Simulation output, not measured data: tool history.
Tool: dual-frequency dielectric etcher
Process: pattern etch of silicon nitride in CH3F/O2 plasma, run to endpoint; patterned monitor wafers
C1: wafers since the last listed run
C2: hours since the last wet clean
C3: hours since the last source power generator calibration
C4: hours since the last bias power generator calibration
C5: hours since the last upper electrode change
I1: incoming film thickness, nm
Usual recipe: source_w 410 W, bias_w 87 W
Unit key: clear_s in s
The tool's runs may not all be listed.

run 1 day=0 | source_w=460 bias_w=79 | C1=0 C2=64.3 C3=2030.2 C4=4081.2 C5=3233 | I1=87.5 | clear_s=90.6
run 2 day=2.238 | source_w=460 bias_w=79 | C1=314 C2=118 C3=2083.9 C4=4134.9 C5=3286.7 | I1=86.7 | clear_s=89.3
run 3 day=4.442 | source_w=460 bias_w=79 | C1=309 C2=170.9 C3=2136.8 C4=4187.8 C5=3339.6 | I1=87.6 | clear_s=89.9
run 4 day=6.096 | source_w=350 bias_w=87 | C1=232 C2=210.6 C3=2176.5 C4=4227.5 C5=3379.3 | I1=87.2 | clear_s=92.3
run 5 day=9.925 | source_w=350 bias_w=87 | C1=537 C2=302.5 C3=2268.4 C4=4319.4 C5=3471.2 | I1=87.1 | clear_s=91.3
run 6 day=11.912 | source_w=410 bias_w=87 | C1=279 C2=350.2 C3=2316.1 C4=4367.1 C5=3518.9 | I1=87.8 | clear_s=87.5
run 7 day=15.038 | source_w=410 bias_w=87 | C1=438 C2=425.2 C3=2391.1 C4=4442.1 C5=3593.9 | I1=86.6 | clear_s=86.1
run 8 day=16.896 | source_w=410 bias_w=95 | C1=260 C2=469.8 C3=2435.7 C4=4486.7 C5=3638.5 | I1=88.1 | clear_s=83.2
-- day=24.296 bias power generator calibrated
-- day=24.354 wet clean of the chamber
run 9 day=26.671 | source_w=410 bias_w=87 | C1=1341 C2=55.6 C3=2670.3 C4=57 C5=3873.1 | I1=87.6 | clear_s=88.2
-- day=28.517 source power generator calibrated
-- day=30.088 upper electrode replaced
run 10 day=30.492 | source_w=340 bias_w=93 | C1=372 C2=147.3 C3=47.4 C4=148.7 C5=9.7 | I1=87.6 | clear_s=90.9
run 11 day=32.45 | source_w=410 bias_w=108 | C1=275 C2=194.3 C3=94.4 C4=195.7 C5=56.7 | I1=88.1 | clear_s=78.7
run 12 day=33.954 | source_w=350 bias_w=80 | C1=211 C2=230.4 C3=130.5 C4=231.8 C5=92.8 | I1=88 | clear_s=97.7
run 13 day=38.138 | source_w=340 bias_w=70 | C1=587 C2=330.8 C3=230.9 C4=332.2 C5=193.2 | I1=86.8 | clear_s=105.4
run 14 day=40.854 | source_w=410 bias_w=87 | C1=381 C2=396 C3=296.1 C4=397.4 C5=258.4 | I1=87.5 | clear_s=86.7

Consider 3 possible next runs. They are alternatives, not a sequence: every one starts from the tool as it was left by run 14. What does each give?
run A day=40.875 | source_w=500 bias_w=87 | C1=2 C2=396.5 C3=296.6 C4=397.9 C5=258.9 | I1=87.6 | clear_s=?
run B day=40.875 | source_w=340 bias_w=95 | C1=2 C2=396.5 C3=296.6 C4=397.9 C5=258.9 | I1=87.6 | clear_s=?
run C day=40.875 | source_w=410 bias_w=77 | C1=2 C2=396.5 C3=296.6 C4=397.9 C5=258.9 | I1=87.6 | clear_s=?

run=A clear_s=81.9
run=B clear_s=88.2
run=C clear_s=94
With the hidden condition removed and each run's random variation left untouched, the same runs would have given:
run=A clear_s=83.1
run=B clear_s=89.6
run=C clear_s=95.4
